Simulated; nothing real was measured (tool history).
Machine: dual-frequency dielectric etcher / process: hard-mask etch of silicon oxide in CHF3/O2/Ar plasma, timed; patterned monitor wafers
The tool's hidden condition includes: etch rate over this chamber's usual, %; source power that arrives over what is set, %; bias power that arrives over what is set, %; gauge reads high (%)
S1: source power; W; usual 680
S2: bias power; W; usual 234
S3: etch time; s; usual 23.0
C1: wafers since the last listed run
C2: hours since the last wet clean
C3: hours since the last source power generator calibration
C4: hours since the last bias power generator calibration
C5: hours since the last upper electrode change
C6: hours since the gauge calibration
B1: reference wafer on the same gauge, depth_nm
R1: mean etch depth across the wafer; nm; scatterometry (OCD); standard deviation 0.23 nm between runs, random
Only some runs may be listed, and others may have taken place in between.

{"run": 1, "hour": 0.0, "S1": 680, "S2": 234, "S3": 20.0, "C1": 0, "C2": 456.7, "C3": 4017.9, "C4": 2641.2, "C5": 4639.5, "C6": 2732.7, "B1": 46.3, "R1": 40.3}
{"run": 2, "hour": 40.7, "S1": 680, "S2": 204, "S3": 23.0, "C1": 489, "C2": 497.4, "C3": 4058.6, "C4": 2681.9, "C5": 4680.2, "C6": 2773.4, "B1": 46.3, "R1": 44.6}
{"hour": 79.3, "done": "bias power generator calibrated"}
{"run": 3, "hour": 122.3, "S1": 680, "S2": 204, "S3": 23.0, "C1": 932, "C2": 579.0, "C3": 4140.2, "C4": 43.0, "C5": 4761.8, "C6": 2855.0, "B1": 46.2, "R1": 45.1}
{"run": 4, "hour": 228.0, "S1": 680, "S2": 202, "S3": 23.0, "C1": 1270, "C2": 684.7, "C3": 4245.9, "C4": 148.7, "C5": 4867.5, "C6": 2960.7, "B1": 46.2, "R1": 44.5}
{"hour": 312.8, "done": "source power generator calibrated"}
{"hour": 333.0, "done": "wet clean of the chamber"}
{"hour": 474.0, "done": "gauge calibrated"}
{"run": 5, "hour": 510.5, "S1": 560, "S2": 214, "S3": 23.0, "C1": 3104, "C2": 177.5, "C3": 197.7, "C4": 431.2, "C5": 5150.0, "C6": 36.5, "B1": 47.5, "R1": 44.4}
{"run": 6, "hour": 606.9, "S1": 560, "S2": 214, "S3": 23.0, "C1": 1158, "C2": 273.9, "C3": 294.1, "C4": 527.6, "C5": 5246.4, "C6": 132.9, "B1": 47.4, "R1": 44.3}
{"run": 7, "hour": 645.2, "S1": 790, "S2": 198, "S3": 18.0, "C1": 460, "C2": 312.2, "C3": 332.4, "C4": 565.9, "C5": 5284.7, "C6": 171.2, "B1": 47.3, "R1": 36.7}
{"run": 8, "hour": 700.9, "S1": 680, "S2": 234, "S3": 20.0, "C1": 669, "C2": 367.9, "C3": 388.1, "C4": 621.6, "C5": 5340.4, "C6": 226.9, "B1": 47.2, "R1": 41.6}
{"hour": 753.7, "done": "upper electrode replaced"}
{"run": 9, "hour": 770.8, "S1": 550, "S2": 213, "S3": 27.0, "C1": 551, "C2": 437.8, "C3": 458.0, "C4": 691.5, "C5": 17.1, "C6": 296.8, "B1": 47.1, "R1": 51.7}
{"run": 10, "hour": 815.0, "S1": 680, "S2": 234, "S3": 23.0, "C1": 531, "C2": 482.0, "C3": 502.2, "C4": 735.7, "C5": 61.3, "C6": 341.0, "B1": 47.1, "R1": 47.5}
{"run": 11, "hour": 891.1, "S1": 790, "S2": 210, "S3": 29.5, "C1": 914, "C2": 558.1, "C3": 578.3, "C4": 811.8, "C5": 137.4, "C6": 417.1, "B1": 47.0, "R1": 61.1}
{"run": 12, "hour": 930.5, "S1": 620, "S2": 202, "S3": 23.0, "C1": 473, "C2": 597.5, "C3": 617.7, "C4": 851.2, "C5": 176.8, "C6": 456.5, "B1": 47.0, "R1": 44.3}
{"hour": 961.8, "done": "wet clean of the chamber"}
{"run": 13, "hour": 967.8, "S1": 680, "S2": 234, "S3": 23.0, "C1": 159, "C2": 6.0, "C3": 655.0, "C4": 888.5, "C5": 214.1, "C6": 493.8, "B1": 47.0, "R1": 47.1}
{"run": 14, "hour": 1007.1, "S1": 570, "S2": 285, "S3": 17.5, "C1": 472, "C2": 45.3, "C3": 694.3, "C4": 927.8, "C5": 253.4, "C6": 533.1, "B1": 46.9, "R1": 36.9}
{"run": 15, "hour": 1062.9, "S1": 680, "S2": 234, "S3": 23.0, "C1": 670, "C2": 101.1, "C3": 750.1, "C4": 983.6, "C5": 309.2, "C6": 588.9, "B1": 46.8, "R1": 47.6}
{"run": 16, "hour": 1147.0, "S1": 680, "S2": 291, "S3": 18.5, "C1": 1010, "C2": 185.2, "C3": 834.2, "C4": 1067.7, "C5": 393.3, "C6": 673.0, "B1": 46.8, "R1": 41.0}
{"run": 17, "hour": 1252.7, "S1": 540, "S2": 267, "S3": 20.0, "C1": 1270, "C2": 290.9, "C3": 939.9, "C4": 1173.4, "C5": 499.0, "C6": 778.7, "B1": 46.8, "R1": 40.4}
{"run": 18, "hour": 1348.5, "S1": 680, "S2": 274, "S3": 27.0, "C1": 1151, "C2": 386.7, "C3": 1035.7, "C4": 1269.2, "C5": 594.8, "C6": 874.5, "B1": 46.7, "R1": 58.6}
{"run": 19, "hour": 1409.1, "S1": 760, "S2": 206, "S3": 16.5, "C1": 728, "C2": 447.3, "C3": 1096.3, "C4": 1329.8, "C5": 655.4, "C6": 935.1, "B1": 46.7, "R1": 33.3}
{"run": 20, "hour": 1558.2, "S1": 820, "S2": 214, "S3": 17.5, "C1": 1792, "C2": 596.4, "C3": 1245.4, "C4": 1478.9, "C5": 804.5, "C6": 1084.2, "B1": 46.6, "R1": 36.3}
{"hour": 1682.6, "done": "wet clean of the chamber"}
{"run": 21, "hour": 1683.1, "S1": 680, "S2": 261, "S3": 23.0, "C1": 1212, "C2": 0.5, "C3": 1370.3, "C4": 1603.8, "C5": 929.4, "C6": 1209.1, "B1": 46.6, "R1": 48.7}
{"run": 22, "hour": 1702.4, "S1": 800, "S2": 291, "S3": 17.5, "C1": 231, "C2": 19.8, "C3": 1389.6, "C4": 1623.1, "C5": 948.7, "C6": 1228.4, "B1": 46.5, "R1": 40.0}
{"run": 23, "hour": 1779.1, "S1": 680, "S2": 234, "S3": 29.0, "C1": 921, "C2": 96.5, "C3": 1466.3, "C4": 1699.8, "C5": 1025.4, "C6": 1305.1, "B1": 46.4, "R1": 59.3}
{"run": 24, "hour": 1838.2, "S1": 680, "S2": 194, "S3": 23.0, "C1": 710, "C2": 155.6, "C3": 1525.4, "C4": 1758.9, "C5": 1084.5, "C6": 1364.2, "B1": 46.4, "R1": 44.7}
{"run": 25, "hour": 1905.2, "S1": 680, "S2": 234, "S3": 23.0, "C1": 805, "C2": 222.6, "C3": 1592.4, "C4": 1825.9, "C5": 1151.5, "C6": 1431.2, "B1": 46.4, "R1": 46.8}
{"run": 26, "hour": 2005.4, "S1": 680, "S2": 234, "S3": 23.0, "C1": 1204, "C2": 322.8, "C3": 1692.6, "C4": 1926.1, "C5": 1251.7, "C6": 1531.4, "B1": 46.4, "R1": 46.7}
{"run": 27, "hour": 2074.6, "S1": 760, "S2": 206, "S3": 16.5, "C1": 831, "C2": 392.0, "C3": 1761.8, "C4": 1995.3, "C5": 1320.9, "C6": 1600.6, "B1": 46.4, "R1": 33.3}
{"run": 28, "hour": 2168.8, "S1": 680, "S2": 234, "S3": 19.0, "C1": 1132, "C2": 486.2, "C3": 1856.0, "C4": 2089.5, "C5": 1415.1, "C6": 1694.8, "B1": 46.3, "R1": 38.5}
{"run": 29, "hour": 2232.0, "S1": 680, "S2": 234, "S3": 29.0, "C1": 759, "C2": 549.4, "C3": 1919.2, "C4": 2152.7, "C5": 1478.3, "C6": 1758.0, "B1": 46.4, "R1": 58.6}
{"hour": 2326.3, "done": "wet clean of the chamber"}
{"run": 30, "hour": 2326.8, "S1": 520, "S2": 234, "S3": 29.0, "C1": 851, "C2": 0.5, "C3": 2014.0, "C4": 2247.5, "C5": 1573.1, "C6": 1852.8, "B1": 46.4, "R1": 55.2}

What if the next run were any one of these 4? Each begins from the tool's condition after run 30:
{"run": "A", "hour": 2327.2, "S1": 680, "S2": 234, "S3": 23.0, "C1": 4, "C2": 0.9, "C3": 2014.4, "C4": 2247.9, "C5": 1573.5, "C6": 1853.2, "B1": "?", "R1": "?"}
{"run": "B", "hour": 2327.2, "S1": 820, "S2": 271, "S3": 18.5, "C1": 4, "C2": 0.9, "C3": 2014.4, "C4": 2247.9, "C5": 1573.5, "C6": 1853.2, "B1": "?", "R1": "?"}
{"run": "C", "hour": 2327.2, "S1": 680, "S2": 234, "S3": 16.5, "C1": 4, "C2": 0.9, "C3": 2014.4, "C4": 2247.9, "C5": 1573.5, "C6": 1853.2, "B1": "?", "R1": "?"}
{"run": "D", "hour": 2327.2, "S1": 560, "S2": 234, "S3": 27.0, "C1": 4, "C2": 0.9, "C3": 2014.4, "C4": 2247.9, "C5": 1573.5, "C6": 1853.2, "B1": "?", "R1": "?"}

run=A B1=46.3 R1=46.9
run=B B1=46.3 R1=41.3
run=C B1=46.3 R1=33.6
run=D B1=46.3 R1=52.7
With no hidden state in the tool, these same runs would have given:
run=A R1=48.3
run=B R1=42.5
run=C R1=34.6
run=D R1=54.3
